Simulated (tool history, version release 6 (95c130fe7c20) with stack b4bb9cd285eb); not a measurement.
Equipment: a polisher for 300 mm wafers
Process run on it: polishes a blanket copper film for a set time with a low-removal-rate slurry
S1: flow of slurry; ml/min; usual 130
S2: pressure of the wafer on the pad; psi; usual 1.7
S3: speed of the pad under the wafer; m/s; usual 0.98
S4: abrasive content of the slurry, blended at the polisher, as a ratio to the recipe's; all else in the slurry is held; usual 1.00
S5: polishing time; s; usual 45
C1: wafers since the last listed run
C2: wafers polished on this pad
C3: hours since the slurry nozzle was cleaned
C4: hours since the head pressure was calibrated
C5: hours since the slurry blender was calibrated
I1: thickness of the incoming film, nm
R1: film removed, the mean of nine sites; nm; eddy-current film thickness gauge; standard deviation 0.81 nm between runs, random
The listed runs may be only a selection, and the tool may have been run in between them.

run,hour,S1,S2,S3,S4,S5,C1,C2,C3,C4,C5,I1,R1
1,0.0,130,1.7,0.98,1.00,45,0,79,713.4,964.3,200.3,1508.7,67.0
2,16.2,130,1.7,0.98,1.00,38,240,320,729.6,980.5,216.5,1489.8,54.8
3,25.2,130,1.7,0.98,1.00,45,133,453,738.6,989.5,225.5,1498.6,63.3
4,37.0,130,1.7,0.98,1.00,45,175,629,750.4,1001.3,237.3,1473.0,63.5
5,45.3,130,1.7,0.98,1.00,45,123,752,758.7,1009.6,245.6,1523.0,63.1
6,59.3,130,1.7,0.98,1.00,45,207,960,772.7,1023.6,259.6,1490.6,61.9
7,68.3,130,1.7,0.98,1.00,45,133,1094,781.7,1032.6,268.6,1495.7,62.0
8,85.4,130,1.7,0.98,1.00,33,254,1348,798.8,1049.7,285.7,1504.7,44.7
# hour 93.1: worn pad replaced by a new one
9,98.5,130,1.7,0.98,1.00,33,135,79,811.9,1062.8,298.8,1466.9,47.3
10,106.2,130,1.7,0.98,1.00,33,114,194,819.6,1070.5,306.5,1465.8,47.4
11,112.6,130,1.7,0.98,1.00,45,95,289,826.0,1076.9,312.9,1507.0,62.3
12,124.6,130,1.7,0.98,1.00,45,178,467,838.0,1088.9,324.9,1472.9,63.0
13,131.6,130,1.7,0.98,1.00,45,103,571,845.0,1095.9,331.9,1495.4,61.8
# hour 146.8: slurry nozzle cleaned
14,173.6,130,1.7,0.98,1.00,45,609,1180,26.8,1137.9,373.9,1513.5,60.5
15,182.6,130,1.7,0.98,1.00,48,133,1314,35.8,1146.9,382.9,1512.5,63.0
# hour 192.3: slurry blender recalibrated
# hour 196.1: worn pad replaced by a new one
16,196.6,130,1.7,0.98,1.00,31,121,7,49.8,1160.9,4.3,1481.6,47.0
17,198.0,130,2.2,0.98,1.20,45,20,27,51.2,1162.3,5.7,1494.8,89.5
18,206.5,95,1.7,0.86,1.00,45,126,154,59.7,1170.8,14.2,1493.4,56.0
19,219.9,130,1.7,0.98,1.00,45,199,353,73.1,1184.2,27.6,1482.0,65.5
20,233.3,130,1.7,1.16,0.80,45,199,552,86.5,1197.6,41.0,1474.5,72.9
21,249.5,130,1.7,0.98,1.15,45,240,793,102.7,1213.8,57.2,1482.0,63.6

For run 22, what comes out?
22,263.8,130,2.2,0.98,1.00,45,212,1005,117.0,1228.1,71.5,1472.4,?

Run 22 gave R1 80.9 nm.
On a tool with no hidden condition, and with the same random variation, this run would have come out at R1 89.6 nm.

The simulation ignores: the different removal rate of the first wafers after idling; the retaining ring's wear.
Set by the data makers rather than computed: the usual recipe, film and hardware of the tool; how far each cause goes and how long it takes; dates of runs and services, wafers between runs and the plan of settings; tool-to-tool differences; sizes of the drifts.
